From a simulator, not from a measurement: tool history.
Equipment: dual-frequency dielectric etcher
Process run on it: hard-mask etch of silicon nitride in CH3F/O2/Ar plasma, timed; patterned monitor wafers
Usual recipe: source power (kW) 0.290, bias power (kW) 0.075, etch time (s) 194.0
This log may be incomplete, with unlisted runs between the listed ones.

run     day  source power (kW)  bias power (kW)  etch time (s)  read-back reference wafer on the same gauge, depth_nm  mean etch depth across the wafer (angstrom)
  1   0.000              0.290            0.075          194.0                                                  103.0                                         1172
  2   0.912              0.290            0.075          194.0                                                  103.0                                         1177
      2.596  -- source power generator calibrated
  3   7.804              0.290            0.075          194.0                                                  103.0                                         1153
  4   9.629              0.290            0.075          194.0                                                  103.0                                         1153
  5  11.096              0.290            0.075          194.0                                                  103.1                                         1163
  6  12.429              0.260            0.075          236.0                                                  103.1                                         1305
  7  14.246              0.360            0.075          231.0                                                  103.0                                         1563
  8  15.321              0.290            0.060          158.0                                                  103.0                                          871
  9  17.079              0.290            0.075          194.0                                                  102.9                                         1145
 10  18.371              0.240            0.064          194.0                                                  103.0                                          964
 11  19.421              0.290            0.058          194.0                                                  103.0                                         1050
     20.746  -- source power generator calibrated, repeated, since the last time left the tool worse
     23.038  -- wet clean of the chamber
 12  23.058              0.290            0.088          194.0                                                  103.1                                         1264
     23.700  -- gauge calibrated
 13  24.038              0.290            0.075          194.0                                                  103.0                                         1190
 14  26.612              0.290            0.075          194.0                                                  103.0                                         1191
 15  28.696              0.290            0.092          168.5                                                  103.1                                         1123
     30.625  -- upper electrode replaced
 16  30.662              0.240            0.087          163.5                                                  103.0                                          951
 17  32.829              0.290            0.075          194.0                                                  103.0                                         1190
 18  35.496              0.290            0.075          194.0                                                  103.1                                         1196
 19  37.679              0.290            0.075          194.0                                                  103.0                                         1203
 20  39.033              0.270            0.083          194.0                                                  103.0                                         1192
 21  40.412              0.250            0.075          194.0                                                  103.0                                         1088
 22  43.046              0.230            0.081          252.0                                                  103.0                                         1388
 23  44.067              0.310            0.065          242.5                                                  103.0                                         1476
     45.558  -- wet clean of the chamber
 24  45.579              0.290            0.068          209.5                                                  103.0                                         1258
 25  47.171              0.290            0.075          158.0                                                  103.1                                          969
 26  48.421              0.340            0.067          171.5                                                  103.0                                         1111
 27  50.683              0.230            0.075          194.0                                                  103.0                                         1033
 28  52.462              0.220            0.083          150.5                                                  103.0                                          805
 29  53.942              0.330            0.075          228.0                                                  103.0                                         1516
 30  59.796              0.360            0.089          241.0                                                  103.0                                         1787

Below, some changes in mean etch depth across the wafer (angstrom) between adjacent runs. For each, the amount present without the hidden state too (settings, incoming material, random variation) and the amount remaining for the hidden state with gauge scatter not shared by both compared results:
Hidden state at play: etch rate over this chamber's usual, %; source power that arrives over what is set, %; bias power that arrives over what is set, %; gauge reads high (%).
Run 2 -> 3: source power generator calibrated. mean etch depth across the wafer (angstrom) -24: hidden state -22, all else -2.
Run 7 -> 8: source power (kW) 0.360 -> 0.290, bias power (kW) 0.075 -> 0.060, etch time (s) 231.0 -> 158.0. mean etch depth across the wafer (angstrom) -692: hidden state +28, all else -720.
Run 11 -> 12: bias power (kW) 0.058 -> 0.088, source power generator calibrated, repeated, since the last time left the tool worse, wet clean of the chamber. mean etch depth across the wafer (angstrom) +214: hidden state +44, all else +170.
Run 21 -> 22: source power (kW) 0.250 -> 0.230, bias power (kW) 0.075 -> 0.081, etch time (s) 194.0 -> 252.0. mean etch depth across the wafer (angstrom) +300: hidden state -1, all else +301.
Run 28 -> 29: source power (kW) 0.220 -> 0.330, bias power (kW) 0.083 -> 0.075, etch time (s) 150.5 -> 228.0. mean etch depth across the wafer (angstrom) +711: hidden state -3, all else +714.
